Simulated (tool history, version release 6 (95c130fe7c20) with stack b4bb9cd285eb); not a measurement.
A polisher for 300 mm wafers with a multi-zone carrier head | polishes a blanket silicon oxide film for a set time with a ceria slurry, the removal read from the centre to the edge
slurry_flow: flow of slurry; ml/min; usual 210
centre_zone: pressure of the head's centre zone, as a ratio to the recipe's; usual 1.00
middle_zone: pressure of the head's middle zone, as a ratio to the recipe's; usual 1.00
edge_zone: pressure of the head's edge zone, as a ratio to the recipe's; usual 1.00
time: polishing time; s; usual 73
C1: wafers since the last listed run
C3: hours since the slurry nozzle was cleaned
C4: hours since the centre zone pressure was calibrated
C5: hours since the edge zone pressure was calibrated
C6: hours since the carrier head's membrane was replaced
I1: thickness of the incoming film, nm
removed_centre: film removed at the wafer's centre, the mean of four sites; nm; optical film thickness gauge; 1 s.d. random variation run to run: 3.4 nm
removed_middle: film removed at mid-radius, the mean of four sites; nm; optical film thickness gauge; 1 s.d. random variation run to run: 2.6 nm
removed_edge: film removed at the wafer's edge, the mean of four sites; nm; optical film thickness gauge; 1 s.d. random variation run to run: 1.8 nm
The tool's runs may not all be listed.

run 1 hour=0.0 | slurry_flow=210 centre_zone=1.00 middle_zone=1.00 edge_zone=0.92 time=73 | C1=0 wafers_polished_on_this_pad=797 C3=717.7 C4=678.4 C5=624.2 C6=1236.6 | I1=1813.7 | removed_centre=219.0 removed_middle=213.6 removed_edge=207.9
-- hour=38.0 centre zone pressure recalibrated
-- hour=38.0 carrier head's membrane replaced by a new one
run 2 hour=38.5 | slurry_flow=210 centre_zone=1.00 middle_zone=1.00 edge_zone=1.00 time=73 | C1=181 wafers_polished_on_this_pad=978 C3=756.2 C4=0.5 C5=662.7 C6=0.5 | I1=1800.3 | removed_centre=217.0 removed_middle=214.8 removed_edge=211.8
run 3 hour=53.5 | slurry_flow=210 centre_zone=1.00 middle_zone=1.00 edge_zone=1.00 time=73 | C1=81 wafers_polished_on_this_pad=1060 C3=771.2 C4=15.5 C5=677.7 C6=15.5 | I1=1783.0 | removed_centre=214.3 removed_middle=213.1 removed_edge=212.5
run 4 hour=61.3 | slurry_flow=210 centre_zone=1.00 middle_zone=1.00 edge_zone=1.07 time=62 | C1=42 wafers_polished_on_this_pad=1102 C3=779.0 C4=23.3 C5=685.5 C6=23.3 | I1=1759.9 | removed_centre=175.9 removed_middle=179.3 removed_edge=182.6
run 5 hour=79.0 | slurry_flow=210 centre_zone=1.00 middle_zone=1.00 edge_zone=1.07 time=62 | C1=95 wafers_polished_on_this_pad=1198 C3=796.7 C4=41.0 C5=703.2 C6=41.0 | I1=1789.2 | removed_centre=174.8 removed_middle=177.8 removed_edge=182.3
run 6 hour=85.2 | slurry_flow=190 centre_zone=1.10 middle_zone=1.05 edge_zone=1.00 time=60 | C1=33 wafers_polished_on_this_pad=1231 C3=802.9 C4=47.2 C5=709.4 C6=47.2 | I1=1773.1 | removed_centre=185.1 removed_middle=173.3 removed_edge=169.4
run 7 hour=97.5 | slurry_flow=240 centre_zone=1.00 middle_zone=1.00 edge_zone=1.00 time=73 | C1=66 wafers_polished_on_this_pad=1298 C3=815.2 C4=59.5 C5=721.7 C6=59.5 | I1=1758.6 | removed_centre=213.5 removed_middle=215.5 removed_edge=208.6
run 8 hour=111.7 | slurry_flow=210 centre_zone=0.90 middle_zone=0.94 edge_zone=0.90 time=73 | C1=76 wafers_polished_on_this_pad=1375 C3=829.4 C4=73.7 C5=735.9 C6=73.7 | I1=1757.5 | removed_centre=185.7 removed_middle=192.6 removed_edge=201.0
run 9 hour=118.3 | slurry_flow=210 centre_zone=1.00 middle_zone=1.00 edge_zone=1.00 time=73 | C1=35 wafers_polished_on_this_pad=1410 C3=836.0 C4=80.3 C5=742.5 C6=80.3 | I1=1786.5 | removed_centre=205.8 removed_middle=205.7 removed_edge=205.6
-- hour=124.4 worn pad replaced by a new one
run 10 hour=136.0 | slurry_flow=210 centre_zone=1.00 middle_zone=0.93 edge_zone=1.00 time=73 | C1=74 wafers_polished_on_this_pad=62 C3=853.7 C4=98.0 C5=760.2 C6=98.0 | I1=1803.9 | removed_centre=234.2 removed_middle=216.6 removed_edge=230.3
-- hour=144.0 slurry nozzle cleaned
run 11 hour=144.5 | slurry_flow=210 centre_zone=1.00 middle_zone=1.00 edge_zone=1.00 time=73 | C1=40 wafers_polished_on_this_pad=103 C3=0.5 C4=106.5 C5=768.7 C6=106.5 | I1=1764.8 | removed_centre=227.1 removed_middle=228.4 removed_edge=232.0
run 12 hour=153.4 | slurry_flow=190 centre_zone=1.10 middle_zone=1.05 edge_zone=1.00 time=60 | C1=48 wafers_polished_on_this_pad=151 C3=9.4 C4=115.4 C5=777.6 C6=115.4 | I1=1774.5 | removed_centre=210.8 removed_middle=191.0 removed_edge=183.5
-- hour=155.7 edge zone pressure recalibrated
run 13 hour=159.6 | slurry_flow=210 centre_zone=1.00 middle_zone=1.00 edge_zone=1.00 time=73 | C1=22 wafers_polished_on_this_pad=174 C3=15.6 C4=121.6 C5=3.9 C6=121.6 | I1=1783.0 | removed_centre=231.4 removed_middle=223.3 removed_edge=226.6
run 14 hour=168.9 | slurry_flow=210 centre_zone=1.12 middle_zone=1.12 edge_zone=0.89 time=94 | C1=50 wafers_polished_on_this_pad=224 C3=24.9 C4=130.9 C5=13.2 C6=130.9 | I1=1757.4 | removed_centre=335.6 removed_middle=314.3 removed_edge=279.1
run 15 hour=180.3 | slurry_flow=210 centre_zone=1.00 middle_zone=1.00 edge_zone=1.00 time=92 | C1=61 wafers_polished_on_this_pad=286 C3=36.3 C4=142.3 C5=24.6 C6=142.3 | I1=1763.8 | removed_centre=292.1 removed_middle=283.8 removed_edge=288.3
run 16 hour=195.1 | slurry_flow=210 centre_zone=1.00 middle_zone=1.00 edge_zone=1.00 time=73 | C1=80 wafers_polished_on_this_pad=366 C3=51.1 C4=157.1 C5=39.4 C6=157.1 | I1=1771.9 | removed_centre=227.0 removed_middle=222.5 removed_edge=225.8
run 17 hour=210.4 | slurry_flow=210 centre_zone=1.00 middle_zone=1.00 edge_zone=1.00 time=73 | C1=82 wafers_polished_on_this_pad=449 C3=66.4 C4=172.4 C5=54.7 C6=172.4 | I1=1744.7 | removed_centre=226.7 removed_middle=223.8 removed_edge=224.1
run 18 hour=225.8 | slurry_flow=210 centre_zone=1.00 middle_zone=0.91 edge_zone=1.00 time=97 | C1=83 wafers_polished_on_this_pad=532 C3=81.8 C4=187.8 C5=70.1 C6=187.8 | I1=1768.2 | removed_centre=305.6 removed_middle=274.0 removed_edge=295.5
run 19 hour=241.2 | slurry_flow=210 centre_zone=1.00 middle_zone=0.97 edge_zone=1.00 time=62 | C1=83 wafers_polished_on_this_pad=616 C3=97.2 C4=203.2 C5=85.5 C6=203.2 | I1=1750.3 | removed_centre=186.1 removed_middle=185.4 removed_edge=186.6
run 20 hour=254.3 | slurry_flow=210 centre_zone=0.95 middle_zone=1.00 edge_zone=1.00 time=73 | C1=70 wafers_polished_on_this_pad=686 C3=110.3 C4=216.3 C5=98.6 C6=216.3 | I1=1803.4 | removed_centre=210.8 removed_middle=216.1 removed_edge=220.6
run 21 hour=269.4 | slurry_flow=210 centre_zone=0.91 middle_zone=1.00 edge_zone=1.00 time=73 | C1=81 wafers_polished_on_this_pad=768 C3=125.4 C4=231.4 C5=113.7 C6=231.4 | I1=1787.5 | removed_centre=200.0 removed_middle=219.8 removed_edge=220.3
run 22 hour=276.9 | slurry_flow=210 centre_zone=1.00 middle_zone=1.09 edge_zone=0.91 time=73 | C1=40 wafers_polished_on_this_pad=809 C3=132.9 C4=238.9 C5=121.2 C6=238.9 | I1=1795.7 | removed_centre=216.9 removed_middle=231.8 removed_edge=210.1
run 23 hour=287.4 | slurry_flow=170 centre_zone=1.00 middle_zone=1.08 edge_zone=1.00 time=84 | C1=56 wafers_polished_on_this_pad=866 C3=143.4 C4=249.4 C5=131.7 C6=249.4 | I1=1779.7 | removed_centre=246.4 removed_middle=260.0 removed_edge=240.1

The tool's hidden state at each run:
slurry flow missing at the pad, %: 0 in every run
deviation of the centre zone's pressure from its setpoint, %: 0 in every run
deviation of the edge zone's pressure from its setpoint, %: 0 in every run
H1: removal rate lost through wear of the pad, %
run=1 H1=6.95
run=2 H1=8.44
run=3 H1=9.01
run=4 H1=9.32
run=5 H1=10
run=6 H1=10.2
run=7 H1=10.7
run=8 H1=11.3
run=9 H1=11.5
run=10 H1=1.27
run=11 H1=1.6
run=12 H1=1.94
run=13 H1=2.18
run=14 H1=2.54
run=15 H1=2.98
run=16 H1=3.55
run=17 H1=4.14
run=18 H1=4.73
run=19 H1=5.33
run=20 H1=5.83
run=21 H1=6.42
run=22 H1=6.71
run=23 H1=7.11
